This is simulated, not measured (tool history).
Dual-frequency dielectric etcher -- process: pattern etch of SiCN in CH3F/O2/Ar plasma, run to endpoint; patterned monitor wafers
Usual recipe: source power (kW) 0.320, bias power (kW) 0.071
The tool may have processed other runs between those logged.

run	day	source power (kW)	bias power (kW)	wafers since the last listed run	hours since the last wet clean	hours since the last source power generator calibration	hours since the last bias power generator calibration	hours since the last upper electrode change	incoming incoming film thickness, nm	endpoint time (s)
1	0.000	0.260	0.060	0	611.2	3204.1	2880.6	4624.3	9.59	33.4
2	0.283	0.260	0.060	70	618.0	3210.9	2887.4	4631.1	9.68	33.9
# day 3.058: wet clean of the chamber
3	3.079	0.260	0.060	448	0.5	3278.0	2954.5	4698.2	9.65	31.8
4	3.092	0.320	0.071	3	0.8	3278.3	2954.8	4698.5	9.64	29.0
5	3.379	0.320	0.060	71	7.7	3285.2	2961.7	4705.4	9.57	30.3
6	3.896	0.320	0.060	128	20.1	3297.6	2974.1	4717.8	9.43	29.8
7	4.538	0.320	0.071	160	35.5	3313.0	2989.5	4733.2	9.64	28.9
8	5.108	0.270	0.071	142	49.2	3326.7	3003.2	4746.9	9.56	29.8
9	5.362	0.280	0.071	63	55.3	3332.8	3009.3	4753.0	9.54	29.4
10	5.638	0.320	0.071	68	61.9	3339.4	3015.9	4759.6	9.54	28.9
# day 6.154: source power generator calibrated
11	6.175	0.320	0.081	92	74.8	0.5	3028.8	4772.5	9.63	27.8
# day 6.342: bias power generator calibrated
12	6.683	0.250	0.071	85	87.0	12.7	8.2	4784.7	9.61	30.5
# day 7.733: upper electrode replaced
13	8.679	0.250	0.071	248	134.9	60.6	56.1	22.7	9.57	30.7
14	9.058	0.370	0.060	94	144.0	69.7	65.2	31.8	9.57	29.5
15	9.367	0.380	0.071	76	151.4	77.1	72.6	39.2	9.64	28.1
16	9.854	0.370	0.071	121	163.1	88.8	84.3	50.9	9.54	28.2

Below are 5 alternative next runs, each starting from the tool's condition after run 16. Predict each:
A	9.871	0.320	0.071	4	163.5	89.2	84.7	51.3	9.58	?
B	9.871	0.320	0.065	4	163.5	89.2	84.7	51.3	9.58	?
C	9.871	0.340	0.082	4	163.5	89.2	84.7	51.3	9.58	?
D	9.871	0.360	0.062	4	163.5	89.2	84.7	51.3	9.58	?
E	9.871	0.400	0.080	4	163.5	89.2	84.7	51.3	9.58	?

run	endpoint time (s)
A	29.3
B	30.0
C	27.6
D	29.6
E	26.8
The same runs, with their run-to-run variation unchanged, on a tool lacking any hidden condition would have given:
run	endpoint time (s)
A	29.2
B	29.9
C	27.5
D	29.5
E	26.7

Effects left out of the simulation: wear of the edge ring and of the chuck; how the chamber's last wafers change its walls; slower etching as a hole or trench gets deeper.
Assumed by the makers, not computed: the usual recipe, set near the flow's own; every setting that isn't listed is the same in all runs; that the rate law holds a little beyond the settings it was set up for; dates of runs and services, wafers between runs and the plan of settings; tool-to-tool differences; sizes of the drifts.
